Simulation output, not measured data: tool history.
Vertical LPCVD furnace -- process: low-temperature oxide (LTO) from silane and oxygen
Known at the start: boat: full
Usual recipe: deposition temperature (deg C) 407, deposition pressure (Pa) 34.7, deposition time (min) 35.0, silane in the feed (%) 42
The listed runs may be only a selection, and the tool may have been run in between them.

| run | hour | deposition temperature (deg C) | deposition pressure (Pa) | deposition time (min) | silane in the feed (%) | read-back reference wafer on the same gauge, thickness | film thickness on the monitor wafer in the middle of the boat (Å) |
|---|---|---|---|---|---|---|---|
| 1 | 0.0 | 398 | 34.7 | 35.0 | 45 | 552.09 | 5023.9 |
| 2 | 45.0 | 398 | 34.7 | 35.0 | 45 | 552.09 | 5026.2 |
| 3 | 77.6 | 410 | 34.7 | 30.0 | 42 | 551.99 | 4543.4 |
|  | 117.4 | pressure gauge zeroed |
| 4 | 117.9 | 407 | 34.7 | 35.0 | 42 | 551.87 | 4859.9 |
| 5 | 128.1 | 407 | 34.7 | 35.0 | 42 | 552.17 | 4874.7 |
| 6 | 140.9 | 402 | 34.7 | 35.0 | 42 | 551.96 | 4618.9 |
|  | 193.9 | thermocouples replaced and temperature profile calibrated |
| 7 | 194.4 | 407 | 34.7 | 30.5 | 42 | 552.11 | 4244.4 |
| 8 | 199.4 | 411 | 30.0 | 41.5 | 34 | 551.87 | 4038.5 |
|  | 210.0 | gauge calibrated |
| 9 | 227.6 | 404 | 30.7 | 22.0 | 37 | 552.16 | 2259.2 |
| 10 | 247.6 | 407 | 34.7 | 35.0 | 42 | 551.81 | 4888.3 |
|  | 295.4 | silane flow controller replaced |
| 11 | 295.9 | 397 | 28.7 | 35.0 | 42 | 551.89 | 3617.8 |
| 12 | 305.4 | 407 | 34.7 | 35.0 | 42 | 551.94 | 4873.6 |
| 13 | 322.4 | 413 | 34.7 | 24.0 | 42 | 552.02 | 3571.9 |
| 14 | 354.2 | 407 | 34.7 | 23.5 | 50 | 551.91 | 3876.8 |
| 15 | 380.9 | 410 | 34.7 | 35.0 | 42 | 552.11 | 5037.4 |

Below are 3 alternative next runs, each starting from the tool's condition after run 15. Predict each:
| A | 386.0 | 407 | 39.3 | 35.0 | 42 | ? | ? |
| B | 386.0 | 416 | 27.3 | 45.5 | 49 | ? | ? |
| C | 386.0 | 396 | 34.7 | 27.5 | 42 | ? | ? |

| run | read-back reference wafer on the same gauge, thickness | film thickness on the monitor wafer in the middle of the boat (Å) |
|---|---|---|
| A | 551.95 | 5521.6 |
| B | 551.95 | 6343.7 |
| C | 551.95 | 3396.9 |
The same runs, with their run-to-run variation unchanged, on a tool lacking any hidden condition would have given:
| run | film thickness on the monitor wafer in the middle of the boat (Å) |
|---|---|
| A | 5505.5 |
| B | 6317.1 |
| C | 3385.7 |

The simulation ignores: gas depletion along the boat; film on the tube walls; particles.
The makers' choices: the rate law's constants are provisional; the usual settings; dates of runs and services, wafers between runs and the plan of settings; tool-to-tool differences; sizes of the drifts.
